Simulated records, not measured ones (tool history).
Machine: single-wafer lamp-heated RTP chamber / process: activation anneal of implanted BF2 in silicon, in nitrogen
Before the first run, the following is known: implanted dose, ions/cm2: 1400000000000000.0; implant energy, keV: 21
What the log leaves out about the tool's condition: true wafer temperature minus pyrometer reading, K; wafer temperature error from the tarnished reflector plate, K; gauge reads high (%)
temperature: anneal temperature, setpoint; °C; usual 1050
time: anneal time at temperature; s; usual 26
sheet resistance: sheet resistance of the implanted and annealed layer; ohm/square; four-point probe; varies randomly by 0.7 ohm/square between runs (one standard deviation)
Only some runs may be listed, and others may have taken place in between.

run     day  temperature  time  wafers since the last listed run  wafers since the last pyrometer calibration  wafers since the reflector plate was cleaned  hours since the gauge calibration  read-back reference wafer on the same gauge, sheet resistance  sheet resistance
  1   0.000         1050    31                                 0                                         3741                                          2671                              376.5                                                         115.10            116.42
  2   3.621         1050    26                              1364                                         5106                                          4036                              463.4                                                         114.93            120.80
  3   5.783         1057    26                               815                                         5921                                          4851                              515.3                                                         114.91            114.42
      7.383  -- pyrometer window cleaned and pyrometer calibrated
  4   7.675         1057    26                               587                                          109                                          5438                              560.7                                                         115.09            118.70
  5  10.117         1057    26                               920                                         1030                                          6358                              619.3                                                         114.96            117.26
  6  13.412         1032    33                              1242                                         2272                                          7601                              698.4                                                         114.93            128.69
  7  15.038         1032    33                               612                                         2884                                          8213                              737.4                                                         114.99            128.07
  8  17.838         1032    33                              1055                                         3940                                          9268                              804.6                                                         114.98            128.71
  9  20.454         1050    26                               986                                         4926                                         10255                              867.4                                                         114.96            120.76
 10  22.208         1050    26                               661                                         5587                                         10916                              909.5                                                         114.96            120.49
 11  25.717         1050    26                              1322                                         6909                                         12238                              993.7                                                         114.87            119.68
     28.271  -- pyrometer window cleaned and pyrometer calibrated
     28.762  -- reflector plate cleaned
 12  29.600         1068    26                              1212                                          374                                           315                             1086.9                                                         115.11            110.70
 13  31.925         1068    26                               876                                         1251                                          1191                             1142.7                                                         114.91            108.71
 14  34.612         1050    26                              1012                                         2264                                          2204                             1207.2                                                         114.91            120.85
 15  38.642         1050    26                              1518                                         3782                                          3723                             1303.9                                                         115.04            119.53
 16  44.717         1050    26                              2289                                         6072                                          6012                             1449.7                                                         115.00            119.39
     44.829  -- gauge calibrated
     45.971  -- pyrometer window cleaned and pyrometer calibrated
 17  47.008         1030    26                               738                                          391                                          6750                               52.3                                                         115.11            137.41
 18  50.054         1068    26                              1147                                         1539                                          7898                              125.4                                                         115.10            109.02
 19  54.542         1050    26                              1691                                         3231                                          9590                              233.1                                                         115.09            119.39
 20  56.525         1062    14                               747                                         3978                                         10337                              280.7                                                         115.00            123.83
     59.854  -- reflector plate cleaned
 21  60.583         1050    26                              1403                                         5382                                           274                              378.1                                                         115.08            119.19
 22  62.446         1022    42                               701                                         6084                                           976                              422.8                                                         115.10            129.99
 23  64.329         1064    21                               709                                         6794                                          1686                              468.0                                                         114.94            114.25
     66.117  -- pyrometer window cleaned and pyrometer calibrated
 24  68.583         1069    26                              1477                                          929                                          3163                              570.1                                                         115.01            108.41
 25  70.246         1069    33                               626                                         1556                                          3790                              610.0                                                         114.95            103.25
 26  72.954         1042    34                              1020                                         2576                                          4811                              675.0                                                         114.92            121.53
 27  75.388         1057    26                               917                                         3494                                          5728                              733.4                                                         115.05            114.56
 28  77.750         1050    26                               890                                         4384                                          6618                              790.1                                                         114.98            119.74
 29  81.892         1026    26                              1561                                         5945                                          8179                              889.5                                                         115.01            138.81
 30  85.642         1071    17                              1413                                         7358                                          9593                              979.5                                                         115.15            112.16
     87.962  -- pyrometer window cleaned and pyrometer calibrated
 31  87.983         1038    17                               756                                            7                                         10350                             1035.7                                                         114.83            141.87
 32  90.700         1050    26                              1023                                         1031                                         11374                             1100.9                                                         114.96            122.11
     91.279  -- gauge calibrated
 33  92.525         1072    26                               687                                         1719                                         12062                               29.9                                                         114.99            106.14
     95.054  -- reflector plate cleaned
 34  96.008         1050    26                              1187                                         2907                                           359                              113.5                                                         114.83            120.64

Branching from run 34: 5 alternative next runs. What would each branch give?
  A  96.025         1050    26                                 6                                         2913                                           366                              113.9                                                              ?                 ?
  B  96.025         1069    35                                 6                                         2913                                           366                              113.9                                                              ?                 ?
  C  96.025         1073    40                                 6                                         2913                                           366                              113.9                                                              ?                 ?
  D  96.025         1062    33                                 6                                         2913                                           366                              113.9                                                              ?                 ?
  E  96.025         1060    26                                 6                                         2913                                           366                              113.9                                                              ?                 ?

run  read-back reference wafer on the same gauge, sheet resistance  sheet resistance
  A                                                         115.04            119.51
  B                                                         115.04            101.55
  C                                                         115.04             97.70
  D                                                         115.04            106.71
  E                                                         115.04            112.30
Without the tool's hidden state the same runs would have given:
run  sheet resistance
  A            122.90
  B            104.24
  C             99.97
  D            109.77
  E            115.60
